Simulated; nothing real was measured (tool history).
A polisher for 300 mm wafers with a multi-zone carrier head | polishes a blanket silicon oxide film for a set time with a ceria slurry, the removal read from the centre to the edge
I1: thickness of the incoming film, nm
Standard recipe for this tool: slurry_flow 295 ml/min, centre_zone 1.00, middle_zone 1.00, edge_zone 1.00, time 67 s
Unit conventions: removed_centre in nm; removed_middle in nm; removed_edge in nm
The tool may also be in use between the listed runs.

{"run": 1, "hour": 0.0, "slurry_flow": 295, "centre_zone": 0.91, "middle_zone": 1.0, "edge_zone": 1.07, "time": 67, "I1": 1587.2, "removed_centre": 421.4, "removed_middle": 455.6, "removed_edge": 498.6}
{"run": 2, "hour": 15.2, "slurry_flow": 295, "centre_zone": 0.91, "middle_zone": 1.0, "edge_zone": 1.07, "time": 67, "I1": 1579.2, "removed_centre": 404.7, "removed_middle": 456.1, "removed_edge": 475.4}
{"run": 3, "hour": 23.6, "slurry_flow": 295, "centre_zone": 0.91, "middle_zone": 1.0, "edge_zone": 1.07, "time": 67, "I1": 1559.4, "removed_centre": 400.7, "removed_middle": 441.8, "removed_edge": 457.0}
{"run": 4, "hour": 31.1, "slurry_flow": 295, "centre_zone": 1.0, "middle_zone": 1.0, "edge_zone": 1.0, "time": 67, "I1": 1594.7, "removed_centre": 440.0, "removed_middle": 440.1, "removed_edge": 452.3}
{"run": 5, "hour": 48.8, "slurry_flow": 295, "centre_zone": 1.0, "middle_zone": 1.0, "edge_zone": 1.0, "time": 67, "I1": 1578.4, "removed_centre": 437.5, "removed_middle": 439.6, "removed_edge": 449.7}
{"run": 6, "hour": 55.7, "slurry_flow": 295, "centre_zone": 1.0, "middle_zone": 1.0, "edge_zone": 1.0, "time": 67, "I1": 1587.9, "removed_centre": 435.3, "removed_middle": 440.4, "removed_edge": 454.4}
{"hour": 70.0, "done": "worn pad replaced by a new one"}
{"run": 7, "hour": 70.5, "slurry_flow": 355, "centre_zone": 1.04, "middle_zone": 1.0, "edge_zone": 1.0, "time": 67, "I1": 1605.2, "removed_centre": 440.1, "removed_middle": 429.6, "removed_edge": 440.7}
{"hour": 85.2, "done": "edge zone pressure recalibrated"}
{"run": 8, "hour": 87.2, "slurry_flow": 295, "centre_zone": 1.0, "middle_zone": 1.0, "edge_zone": 0.94, "time": 86, "I1": 1558.3, "removed_centre": 515.1, "removed_middle": 504.4, "removed_edge": 514.6}
{"run": 9, "hour": 96.1, "slurry_flow": 295, "centre_zone": 1.0, "middle_zone": 1.0, "edge_zone": 1.0, "time": 50, "I1": 1583.1, "removed_centre": 298.4, "removed_middle": 308.0, "removed_edge": 308.6}
{"hour": 113.8, "done": "worn pad replaced by a new one, repeated, since the last time left the tool worse"}
{"hour": 125.6, "done": "carrier head's membrane replaced by a new one"}
{"hour": 130.0, "done": "centre zone pressure recalibrated"}
{"hour": 132.8, "done": "slurry nozzle cleaned"}
{"run": 10, "hour": 135.5, "slurry_flow": 295, "centre_zone": 1.0, "middle_zone": 1.0, "edge_zone": 1.0, "time": 67, "I1": 1562.8, "removed_centre": 448.0, "removed_middle": 448.3, "removed_edge": 459.2}
{"run": 11, "hour": 150.4, "slurry_flow": 325, "centre_zone": 0.89, "middle_zone": 0.9, "edge_zone": 1.0, "time": 47, "I1": 1565.5, "removed_centre": 272.3, "removed_middle": 286.3, "removed_edge": 322.5}
{"run": 12, "hour": 159.2, "slurry_flow": 295, "centre_zone": 1.09, "middle_zone": 1.0, "edge_zone": 1.0, "time": 67, "I1": 1552.5, "removed_centre": 476.6, "removed_middle": 426.0, "removed_edge": 438.7}
{"run": 13, "hour": 176.0, "slurry_flow": 295, "centre_zone": 1.0, "middle_zone": 1.0, "edge_zone": 1.08, "time": 67, "I1": 1595.9, "removed_centre": 428.1, "removed_middle": 444.9, "removed_edge": 460.0}
{"run": 14, "hour": 182.0, "slurry_flow": 355, "centre_zone": 1.0, "middle_zone": 1.05, "edge_zone": 1.0, "time": 50, "I1": 1611.0, "removed_centre": 323.3, "removed_middle": 341.7, "removed_edge": 335.5}
{"hour": 194.8, "done": "worn pad replaced by a new one"}
{"run": 15, "hour": 198.9, "slurry_flow": 295, "centre_zone": 1.0, "middle_zone": 1.0, "edge_zone": 1.0, "time": 67, "I1": 1571.9, "removed_centre": 457.4, "removed_middle": 466.0, "removed_edge": 470.3}

Alternative continuations, all from the tool just after run 15; predict every row:
{"run": "A", "hour": 199.3, "slurry_flow": 295, "centre_zone": 1.0, "middle_zone": 1.0, "edge_zone": 1.0, "time": 67, "I1": 1596.8, "removed_centre": "?", "removed_middle": "?", "removed_edge": "?"}
{"run": "B", "hour": 199.3, "slurry_flow": 205, "centre_zone": 1.0, "middle_zone": 1.0, "edge_zone": 1.0, "time": 67, "I1": 1596.8, "removed_centre": "?", "removed_middle": "?", "removed_edge": "?"}
{"run": "C", "hour": 199.3, "slurry_flow": 295, "centre_zone": 1.04, "middle_zone": 0.94, "edge_zone": 0.89, "time": 87, "I1": 1596.8, "removed_centre": "?", "removed_middle": "?", "removed_edge": "?"}
{"run": "D", "hour": 199.3, "slurry_flow": 295, "centre_zone": 1.08, "middle_zone": 1.0, "edge_zone": 1.0, "time": 67, "I1": 1596.8, "removed_centre": "?", "removed_middle": "?", "removed_edge": "?"}
{"run": "E", "hour": 199.3, "slurry_flow": 295, "centre_zone": 1.0, "middle_zone": 0.93, "edge_zone": 1.11, "time": 67, "I1": 1596.8, "removed_centre": "?", "removed_middle": "?", "removed_edge": "?"}

run=A removed_centre=446.7 removed_middle=458.4 removed_edge=466.7
run=B removed_centre=435.9 removed_middle=448.4 removed_edge=459.0
run=C removed_centre=603.2 removed_middle=565.0 removed_edge=580.6
run=D removed_centre=482.7 removed_middle=458.2 removed_edge=466.7
run=E removed_centre=446.5 removed_middle=431.3 removed_edge=487.0
What these runs would have given with no unlogged condition in the tool:
run=A removed_centre=452.8 removed_middle=464.6 removed_edge=473.0
run=B removed_centre=441.9 removed_middle=454.5 removed_edge=465.2
run=C removed_centre=611.4 removed_middle=572.7 removed_edge=588.5
run=D removed_centre=489.3 removed_middle=464.4 removed_edge=473.0
run=E removed_centre=452.6 removed_middle=437.1 removed_edge=493.6
